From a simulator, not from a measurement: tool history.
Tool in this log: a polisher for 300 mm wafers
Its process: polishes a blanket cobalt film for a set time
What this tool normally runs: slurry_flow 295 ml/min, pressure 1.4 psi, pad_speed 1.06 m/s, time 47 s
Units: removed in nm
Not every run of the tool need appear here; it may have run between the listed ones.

run	day	slurry_flow	pressure	pad_speed	time	wafers since the last listed run	wafers polished on this pad	hours since the slurry nozzle was cleaned	hours since the head pressure was calibrated	incoming thickness of the incoming film, nm	removed
1	0.000	295	1.4	1.14	47	0	2638	186.4	428.9	1170.3	170.6
2	2.504	295	1.4	1.14	47	726	3364	246.5	489.0	1200.7	170.0
# day 3.075: worn pad replaced by a new one
3	3.579	295	1.4	1.06	52	263	146	272.3	514.8	1191.4	175.0
4	6.546	295	1.4	1.06	52	861	1007	343.5	586.0	1180.9	172.8
5	8.654	295	1.4	1.06	52	611	1619	394.1	636.6	1176.8	171.3
6	9.704	295	1.1	1.06	47	304	1923	419.3	661.8	1193.1	129.3
7	11.075	295	1.4	1.06	47	397	2321	452.2	694.7	1179.2	152.1
8	12.767	295	1.4	1.06	47	490	2812	492.8	735.3	1164.9	152.0
# day 15.517: head pressure recalibrated
# day 17.804: worn pad replaced by a new one
9	18.900	295	1.4	1.06	47	1707	318	640.0	81.2	1185.3	155.0
10	25.458	295	1.4	1.06	47	1903	2221	797.4	238.6	1167.9	150.2
# day 26.858: slurry nozzle cleaned
11	28.333	295	1.4	1.06	47	822	3044	35.4	307.6	1173.0	158.7
12	29.938	295	1.4	1.06	47	465	3509	73.9	346.1	1201.9	161.8
# day 30.646: worn pad replaced by a new one
13	31.212	295	1.4	1.06	47	321	164	104.5	376.7	1185.8	158.6
14	32.683	295	1.4	1.06	58	426	590	139.8	412.0	1174.9	196.4
15	35.496	295	1.4	0.72	47	816	1407	207.3	479.5	1173.1	111.6
16	37.008	295	1.4	1.06	47	438	1846	243.6	515.8	1200.6	155.4
17	39.696	295	1.4	0.68	47	780	2626	308.1	580.3	1182.1	104.3
18	41.983	330	1.4	1.26	47	663	3290	363.0	635.2	1192.8	181.9
# day 43.246: head pressure recalibrated
19	44.892	375	1.4	1.06	47	819	4110	432.8	39.5	1186.1	160.9
# day 45.192: worn pad replaced by a new one
20	49.871	295	1.4	1.06	47	1396	1357	552.3	159.0	1174.1	154.1
21	51.788	295	1.4	1.14	47	556	1913	598.3	205.0	1199.3	168.7
# day 52.954: slurry nozzle cleaned
22	53.600	260	1.8	0.68	54	513	2427	15.5	248.5	1209.2	149.8
23	55.354	295	1.2	0.88	47	509	2937	57.6	290.6	1172.4	121.9
24	56.467	295	1.6	1.18	47	322	3259	84.3	317.3	1207.2	195.3
25	57.779	295	1.4	1.06	47	380	3640	115.8	348.8	1175.9	160.6
26	59.346	250	1.6	1.06	38	454	4095	153.4	386.4	1181.3	141.7
# day 59.871: worn pad replaced by a new one
27	61.417	240	1.2	0.78	32	552	448	203.1	436.1	1207.2	71.7
28	63.138	295	1.4	1.14	47	499	947	244.4	477.4	1200.0	172.0
29	64.750	295	1.4	1.06	47	468	1415	283.1	516.1	1196.2	157.1

Consider 4 possible next runs. They are alternatives, not a sequence: every one starts from the tool as it was left by run 29. What does each give?
A	64.767	295	1.4	1.06	47	4	1420	283.5	516.5	1190.3	?
B	64.767	345	1.6	1.06	47	4	1420	283.5	516.5	1190.3	?
C	64.767	295	1.0	0.80	53	4	1420	283.5	516.5	1190.3	?
D	64.767	250	1.4	0.76	32	4	1420	283.5	516.5	1190.3	?

run	removed
A	158.5
B	177.6
C	109.6
D	78.8
What these runs would have given with no unlogged condition in the tool:
run	removed
A	162.6
B	181.9
C	112.5
D	81.1

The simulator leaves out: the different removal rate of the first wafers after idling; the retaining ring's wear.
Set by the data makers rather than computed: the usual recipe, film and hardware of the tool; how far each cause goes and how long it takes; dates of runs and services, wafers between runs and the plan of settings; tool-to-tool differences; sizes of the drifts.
